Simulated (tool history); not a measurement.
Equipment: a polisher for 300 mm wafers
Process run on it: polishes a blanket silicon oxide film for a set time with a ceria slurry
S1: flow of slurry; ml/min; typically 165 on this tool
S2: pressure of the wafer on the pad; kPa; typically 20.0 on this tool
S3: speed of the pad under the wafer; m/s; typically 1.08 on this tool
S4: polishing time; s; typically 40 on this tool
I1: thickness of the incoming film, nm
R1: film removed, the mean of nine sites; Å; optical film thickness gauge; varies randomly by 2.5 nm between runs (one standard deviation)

run   hour   S1    S2    S3  S4      I1    R1
  1    0.0  165  20.0  1.08  40  1182.9  1988
  2   33.6  165  20.0  1.08  40  1204.4  2035
  3   61.2  165  20.0  1.08  40  1186.7  1991
      86.3  -- slurry nozzle cleaned
  4  105.8  165  20.0  1.08  40  1166.9  2060
     118.5  -- worn pad replaced by a new one
  5  124.7  165  20.0  1.08  40  1197.7  2103
  6  146.9  165  15.9  0.88  40  1194.5  1340
  7  159.5  130  20.0  1.08  40  1181.2  1989
  8  194.9  165  20.0  1.08  40  1205.9  2061
  9  230.8  165  20.0  1.08  40  1180.4  2084
 10  250.8  165  20.0  1.08  40  1212.1  2027
     271.8  -- worn pad replaced by a new one
 11  273.4  165  20.0  1.08  40  1183.5  2006
 12  287.1  165  20.0  1.08  40  1194.5  2061
 13  308.2  165  20.0  1.08  40  1195.5  2074
 14  341.3  165  20.0  1.08  40  1194.3  2063
 15  364.6  190  20.0  1.08  40  1191.1  2066
 16  391.7  165  20.0  1.08  40  1180.1  2029
 17  425.5  165  20.0  1.08  40  1181.0  2007
     454.6  -- worn pad replaced by a new one
 18  455.1  220  23.4  1.22  52  1164.9  3552
 19  470.3  165  20.0  1.08  40  1172.2  2005
 20  502.3  165  20.0  1.08  33  1176.8  1625
     517.0  -- head pressure recalibrated
 21  531.8  165  20.0  1.08  40  1205.7  1940
     538.4  -- slurry nozzle cleaned
 22  550.0  165  20.0  1.08  40  1207.0  1839
 23  567.0  130  13.8  1.26  36  1203.4  1240
 24  592.2  165  20.0  0.78  49  1191.0  1635
     611.1  -- worn pad replaced by a new one
 25  614.8  165  20.0  1.08  40  1193.2  1820
 26  634.1  205  17.9  0.96  52  1187.0  2013
 27  661.0  215  14.5  1.08  53  1203.4  1862
 28  680.3  165  20.0  1.08  40  1173.6  1813
 29  713.7  130  22.8  1.08  40  1197.8  1855
     733.1  -- slurry nozzle cleaned, repeated, since the last time left the tool worse
 30  741.7  165  20.0  1.08  40  1173.9  2056
     768.8  -- worn pad replaced by a new one
 31  772.4  165  13.1  1.08  40  1175.8  1377
 32  800.5  165  20.0  1.08  40  1198.6  2048
 33  820.8  120  20.0  1.08  40  1182.9  1934
 34  848.0  110  15.9  0.86  44  1205.6  1301

For each run, what was the tool's unlogged condition?
removal rate lost through wear of the pad, %: 0 at every run
deviation of the head's pressure from its setpoint, %: 0 at every run
H1: slurry flow missing at the pad, %
run    H1
  1  20.5
  2  22.4
  3    24
  4   2.6
  5  3.65
  6  4.88
  7  5.59
  8  7.56
  9  9.56
 10  10.7
 11  11.9
 12  12.7
 13  13.9
 14  15.7
 15    17
 16  18.5
 17  20.4
 18    22
 19  22.9
 20  24.7
 21  26.3
 22  41.9
 23  42.9
 24  44.3
 25  45.5
 26  46.6
 27  48.1
 28  49.2
 29    51
 30  5.24
 31  6.95
 32  8.51
 33  9.64
 34  11.2
